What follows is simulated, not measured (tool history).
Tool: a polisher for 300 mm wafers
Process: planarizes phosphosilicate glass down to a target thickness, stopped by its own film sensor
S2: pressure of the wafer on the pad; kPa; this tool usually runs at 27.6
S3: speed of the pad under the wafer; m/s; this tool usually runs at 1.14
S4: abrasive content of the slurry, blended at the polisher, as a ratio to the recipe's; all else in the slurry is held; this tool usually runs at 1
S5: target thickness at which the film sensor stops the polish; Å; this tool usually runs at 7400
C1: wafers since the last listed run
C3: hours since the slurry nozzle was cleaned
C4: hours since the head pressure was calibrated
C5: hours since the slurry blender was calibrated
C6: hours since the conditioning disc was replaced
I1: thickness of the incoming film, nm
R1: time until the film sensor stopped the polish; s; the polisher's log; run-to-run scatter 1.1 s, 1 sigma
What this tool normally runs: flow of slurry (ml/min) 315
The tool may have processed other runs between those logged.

Run 1, hour 0: usual settings; C1 0; wafers polished on this pad 1581; C3 71.9; C4 73.6; C5 114.2; C6 433.8; I1 1449.3. Result: R1 65.6 s.
At hour 5.4: worn pad replaced by a new one.
Run 2, hour 10.1: usual settings; C1 82; wafers polished on this pad 63; C3 82; C4 83.7; C5 124.3; C6 443.9; I1 1462.4. Result: R1 64.8 s.
At hour 26.5: conditioning disc replaced and pad reconditioned.
Run 3, hour 26.9: usual settings but flow of slurry (ml/min) 250, S4 0.85, S5 6740 Å; C1 200; wafers polished on this pad 264; C3 98.8; C4 100.5; C5 141.1; C6 0.4; I1 1475.2. Result: R1 89.5 s.
Run 4, hour 40.8: usual settings but S2 22.1 kPa, S5 6430 Å; C1 188; wafers polished on this pad 453; C3 112.7; C4 114.4; C5 155; C6 14.3; I1 1472.3. Result: R1 98.2 s.
Run 5, hour 49.5: usual settings but S5 9000 Å; C1 117; wafers polished on this pad 571; C3 121.4; C4 123.1; C5 163.7; C6 23; I1 1460.3. Result: R1 51.4 s.
Run 6, hour 64.1: usual settings but S5 6280 Å; C1 198; wafers polished on this pad 769; C3 136; C4 137.7; C5 178.3; C6 37.6; I1 1499.4. Result: R1 82.6 s.
Run 7, hour 78.9: usual settings but flow of slurry (ml/min) 210, S2 23.4 kPa, S3 1.36 m/s; C1 200; wafers polished on this pad 969; C3 150.8; C4 152.5; C5 193.1; C6 52.4; I1 1472.3. Result: R1 76.9 s.
Run 8, hour 85.6: usual settings; C1 90; wafers polished on this pad 1060; C3 157.5; C4 159.2; C5 199.8; C6 59.1; I1 1461.6. Result: R1 68.3 s.
Run 9, hour 101.6: usual settings but flow of slurry (ml/min) 390, S2 22.8 kPa, S3 0.86 m/s, S5 5700 Å; C1 216; wafers polished on this pad 1277; C3 173.5; C4 175.2; C5 215.8; C6 75.1; I1 1449.1. Result: R1 110 s.
Run 10, hour 107.7: usual settings; C1 82; wafers polished on this pad 1360; C3 179.6; C4 181.3; C5 221.9; C6 81.2; I1 1497.3. Result: R1 74.5 s.
Run 11, hour 121.6: usual settings; C1 188; wafers polished on this pad 1549; C3 193.5; C4 195.2; C5 235.8; C6 95.1; I1 1465.9. Result: R1 66.9 s.
Run 12, hour 129: usual settings but S2 31 kPa, S5 5730 Å; C1 100; wafers polished on this pad 1649; C3 200.9; C4 202.6; C5 243.2; C6 102.5; I1 1508.6. Result: R1 80.1 s.
At hour 135.8: worn pad replaced by a new one.
Run 13, hour 143: usual settings but flow of slurry (ml/min) 390, S2 24.1 kPa, S3 1.34 m/s, S5 5390 Å; C1 135; wafers polished on this pad 97; C3 214.9; C4 216.6; C5 257.2; C6 116.5; I1 1478.6. Result: R1 93.2 s.
At hour 150.7: slurry nozzle cleaned.
Run 14, hour 153.7: usual settings but S2 24.1 kPa, S4 0.75; C1 131; wafers polished on this pad 229; C3 3; C4 227.3; C5 267.9; C6 127.2; I1 1485.3. Result: R1 110.4 s.
At hour 169.7: slurry blender recalibrated.
Run 15, hour 170.2: usual settings but flow of slurry (ml/min) 355, S2 21.4 kPa, S5 6020 Å; C1 196; wafers polished on this pad 425; C3 19.5; C4 243.8; C5 0.5; C6 143.7; I1 1468.9. Result: R1 88.7 s.
Run 16, hour 182.6: usual settings but flow of slurry (ml/min) 250, S3 0.8 m/s; C1 168; wafers polished on this pad 594; C3 31.9; C4 256.2; C5 12.9; C6 156.1; I1 1464.5. Result: R1 67.9 s.
Run 17, hour 199.1: usual settings but flow of slurry (ml/min) 250, S2 19.3 kPa, S5 9520 Å; C1 223; wafers polished on this pad 817; C3 48.4; C4 272.7; C5 29.4; C6 172.6; I1 1471.1. Result: R1 62.2 s.
Run 18, hour 215.7: usual settings but flow of slurry (ml/min) 225, S3 0.86 m/s; C1 225; wafers polished on this pad 1043; C3 65; C4 289.3; C5 46; C6 189.2; I1 1489.6. Result: R1 73.3 s.
Run 19, hour 222.8: usual settings but S4 1.2, S5 9400 Å; C1 96; wafers polished on this pad 1139; C3 72.1; C4 296.4; C5 53.1; C6 196.3; I1 1472.5. Result: R1 40.8 s.
Run 20, hour 239.7: usual settings; C1 229; wafers polished on this pad 1368; C3 89; C4 313.3; C5 70; C6 213.2; I1 1454.6. Result: R1 63.8 s.
At hour 244.3: worn pad replaced by a new one.
Run 21, hour 251.6: usual settings but flow of slurry (ml/min) 250, S2 19.3 kPa, S5 9520 Å; C1 107; wafers polished on this pad 98; C3 100.9; C4 325.2; C5 81.9; C6 225.1; I1 1484.2. Result: R1 68.7 s.
Run 22, hour 264: usual settings but S5 9070 Å; C1 168; wafers polished on this pad 266; C3 113.3; C4 337.6; C5 94.3; C6 237.5; I1 1487.3. Result: R1 52.5 s.
Run 23, hour 275.6: usual settings but S2 31 kPa, S4 0.85; C1 157; wafers polished on this pad 423; C3 124.9; C4 349.2; C5 105.9; C6 249.1; I1 1487.7. Result: R1 66.7 s.
Run 24, hour 284.4: usual settings but S3 1.42 m/s, S5 5650 Å; C1 119; wafers polished on this pad 543; C3 133.7; C4 358; C5 114.7; C6 257.9; I1 1487.2. Result: R1 75.8 s.
Run 25, hour 296.9: usual settings but flow of slurry (ml/min) 235, S2 19.3 kPa, S5 8470 Å; C1 169; wafers polished on this pad 712; C3 146.2; C4 370.5; C5 127.2; C6 270.4; I1 1470.3. Result: R1 86.5 s.

For each entry between runs, how does the tool's hidden state at the last listed run before it compare with that at the first listed run after it?
From run 1 to run 2: worn pad replaced by a new one (hour 5.4)
  abrasive missing from the slurry, %: 15.3 -> 16
  the result without the hidden state subtracted from the measured one, R1: +7.6 -> +7.9 s
From run 2 to run 3: conditioning disc replaced and pad reconditioned (hour 26.5)
  abrasive missing from the slurry, %: 16 -> 17
  the result without the hidden state subtracted from the measured one, R1: +7.9 -> +13.2 s
From run 12 to run 13: worn pad replaced by a new one (hour 135.8)
  abrasive missing from the slurry, %: 20.9 -> 21.2
  the result without the hidden state subtracted from the measured one, R1: +13.4 -> +15.8 s
From run 13 to run 14: slurry nozzle cleaned (hour 150.7)
  abrasive missing from the slurry, %: 21.2 -> 21.4
  the result without the hidden state subtracted from the measured one, R1: +15.8 -> +22.7 s
From run 14 to run 15: slurry blender recalibrated (hour 169.7)
  abrasive missing from the slurry, %: 21.4 -> 1.05
  the result without the hidden state subtracted from the measured one, R1: +22.7 -> +0.7 s
From run 20 to run 21: worn pad replaced by a new one (hour 244.3)
  abrasive missing from the slurry, %: 11.7 -> 12.9
  the result without the hidden state subtracted from the measured one, R1: +5.5 -> +6.6 s

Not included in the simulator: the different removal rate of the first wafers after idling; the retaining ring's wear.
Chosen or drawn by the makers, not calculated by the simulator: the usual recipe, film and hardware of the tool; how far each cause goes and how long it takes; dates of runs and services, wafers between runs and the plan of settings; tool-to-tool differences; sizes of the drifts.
